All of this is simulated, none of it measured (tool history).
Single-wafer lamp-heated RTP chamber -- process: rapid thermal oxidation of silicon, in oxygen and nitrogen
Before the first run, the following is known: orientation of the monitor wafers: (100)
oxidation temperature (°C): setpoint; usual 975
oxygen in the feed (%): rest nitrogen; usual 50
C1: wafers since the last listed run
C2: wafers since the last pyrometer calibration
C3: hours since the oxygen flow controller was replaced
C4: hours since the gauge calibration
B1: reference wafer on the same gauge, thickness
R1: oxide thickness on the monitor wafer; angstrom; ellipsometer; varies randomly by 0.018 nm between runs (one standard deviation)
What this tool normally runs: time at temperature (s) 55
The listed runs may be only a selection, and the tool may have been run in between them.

Run 1, hour 0: usual settings; C1 0; C2 3185; C3 4692.9; C4 180; B1 3.768. Result: R1 38.15 angstrom.
Run 2, hour 7.4: usual settings; C1 50; C2 3235; C3 4700.3; C4 187.4; B1 3.761. Result: R1 37.59 angstrom.
Run 3, hour 20: usual settings; C1 85; C2 3320; C3 4712.9; C4 200; B1 3.762. Result: R1 37.67 angstrom.
Run 4, hour 34.4: usual settings; C1 97; C2 3418; C3 4727.3; C4 214.4; B1 3.771. Result: R1 37.91 angstrom.
Run 5, hour 47.1: usual settings but time at temperature (s) 65; C1 86; C2 3504; C3 4740; C4 227.1; B1 3.776. Result: R1 40.19 angstrom.
Run 6, hour 53.6: usual settings but time at temperature (s) 65; C1 44; C2 3548; C3 4746.5; C4 233.6; B1 3.768. Result: R1 40.35 angstrom.
Run 7, hour 62.9: usual settings but time at temperature (s) 65; C1 63; C2 3611; C3 4755.8; C4 242.9; B1 3.766. Result: R1 40.27 angstrom.
Run 8, hour 74.5: usual settings; C1 78; C2 3690; C3 4767.4; C4 254.5; B1 3.77. Result: R1 37.68 angstrom.
Run 9, hour 84.3: usual settings; C1 66; C2 3756; C3 4777.2; C4 264.3; B1 3.77. Result: R1 37.83 angstrom.
Run 10, hour 90.7: usual settings; C1 43; C2 3800; C3 4783.6; C4 270.7; B1 3.764. Result: R1 38.14 angstrom.
At hour 92.2: gauge calibrated.
Run 11, hour 99.1: usual settings; C1 56; C2 3857; C3 4792; C4 6.9; B1 3.763. Result: R1 37.79 angstrom.
Run 12, hour 131.7: usual settings; C1 221; C2 4078; C3 4824.6; C4 39.5; B1 3.77. Result: R1 37.76 angstrom.
Run 13, hour 139.4: usual settings; C1 52; C2 4130; C3 4832.3; C4 47.2; B1 3.774. Result: R1 37.63 angstrom.
Run 14, hour 152.8: usual settings; C1 90; C2 4221; C3 4845.7; C4 60.6; B1 3.774. Result: R1 37.69 angstrom.
Run 15, hour 169.6: usual settings; C1 113; C2 4335; C3 4862.5; C4 77.4; B1 3.768. Result: R1 37.95 angstrom.
Run 16, hour 177.4: usual settings; C1 52; C2 4388; C3 4870.3; C4 85.2; B1 3.77. Result: R1 37.75 angstrom.
Run 17, hour 191.8: usual settings but time at temperature (s) 74; C1 97; C2 4486; C3 4884.7; C4 99.6; B1 3.764. Result: R1 42.16 angstrom.
Run 18, hour 201.1: usual settings; C1 63; C2 4549; C3 4894; C4 108.9; B1 3.774. Result: R1 37.97 angstrom.
At hour 222.1: oxygen flow controller replaced.
Run 19, hour 222.6: usual settings but oxidation temperature (°C) 994, time at temperature (s) 77, oxygen in the feed (%) 20; C1 91; C2 4640; C3 0.5; C4 130.4; B1 3.765. Result: R1 36.76 angstrom.
Run 20, hour 245.5: usual settings; C1 155; C2 4796; C3 23.4; C4 153.3; B1 3.765. Result: R1 37.72 angstrom.
Run 21, hour 254.1: usual settings; C1 58; C2 4854; C3 32; C4 161.9; B1 3.768. Result: R1 37.85 angstrom.
Run 22, hour 268.8: usual settings but oxidation temperature (°C) 947, time at temperature (s) 68; C1 99; C2 4954; C3 46.7; C4 176.6; B1 3.769. Result: R1 34.53 angstrom.
Run 23, hour 282.6: usual settings; C1 93; C2 5047; C3 60.5; C4 190.4; B1 3.765. Result: R1 37.89 angstrom.
Run 24, hour 294: usual settings but oxidation temperature (°C) 999, time at temperature (s) 73, oxygen in the feed (%) 79; C1 77; C2 5124; C3 71.9; C4 201.8; B1 3.772. Result: R1 58.98 angstrom.
Run 25, hour 306: usual settings but time at temperature (s) 45; C1 81; C2 5206; C3 83.9; C4 213.8; B1 3.767. Result: R1 34.98 angstrom.
Run 26, hour 314.2: usual settings but time at temperature (s) 75; C1 55; C2 5262; C3 92.1; C4 222; B1 3.77. Result: R1 42.75 angstrom.
At hour 323.5: pyrometer window cleaned and pyrometer calibrated.
Run 27, hour 324: usual settings but oxidation temperature (°C) 962, time at temperature (s) 76, oxygen in the feed (%) 61; C1 12; C2 3; C3 101.9; C4 231.8; B1 3.774. Result: R1 41.91 angstrom.
Run 28, hour 329.2: usual settings; C1 35; C2 38; C3 107.1; C4 237; B1 3.767. Result: R1 37.49 angstrom.
Run 29, hour 337.4: usual settings but oxidation temperature (°C) 947, time at temperature (s) 33; C1 55; C2 94; C3 115.3; C4 245.2; B1 3.767. Result: R1 27.52 angstrom.
Run 30, hour 344: usual settings but oxidation temperature (°C) 997, time at temperature (s) 45, oxygen in the feed (%) 42; C1 44; C2 139; C3 121.9; C4 251.8; B1 3.769. Result: R1 38.4 angstrom.
Run 31, hour 361.9: usual settings but oxidation temperature (°C) 959, time at temperature (s) 44, oxygen in the feed (%) 31; C1 121; C2 260; C3 139.8; C4 269.7; B1 3.771. Result: R1 28.48 angstrom.
At hour 371.2: gauge calibrated.
Run 32, hour 376.1: usual settings but oxidation temperature (°C) 965; C1 96; C2 356; C3 154; C4 4.9; B1 3.778. Result: R1 35.48 angstrom.

Forecast run 33:
Run 33, hour 389.7: usual settings but oxidation temperature (°C) 991, time at temperature (s) 42, oxygen in the feed (%) 25; C1 92; C2 449; C3 167.6; C4 18.5; B1 ?. Result: R1 ?.

For run 33 the tool returned B1 3.772, R1 31.41 angstrom.
The same run, on a tool lacking any hidden state, would have yielded R1 31.41 angstrom.
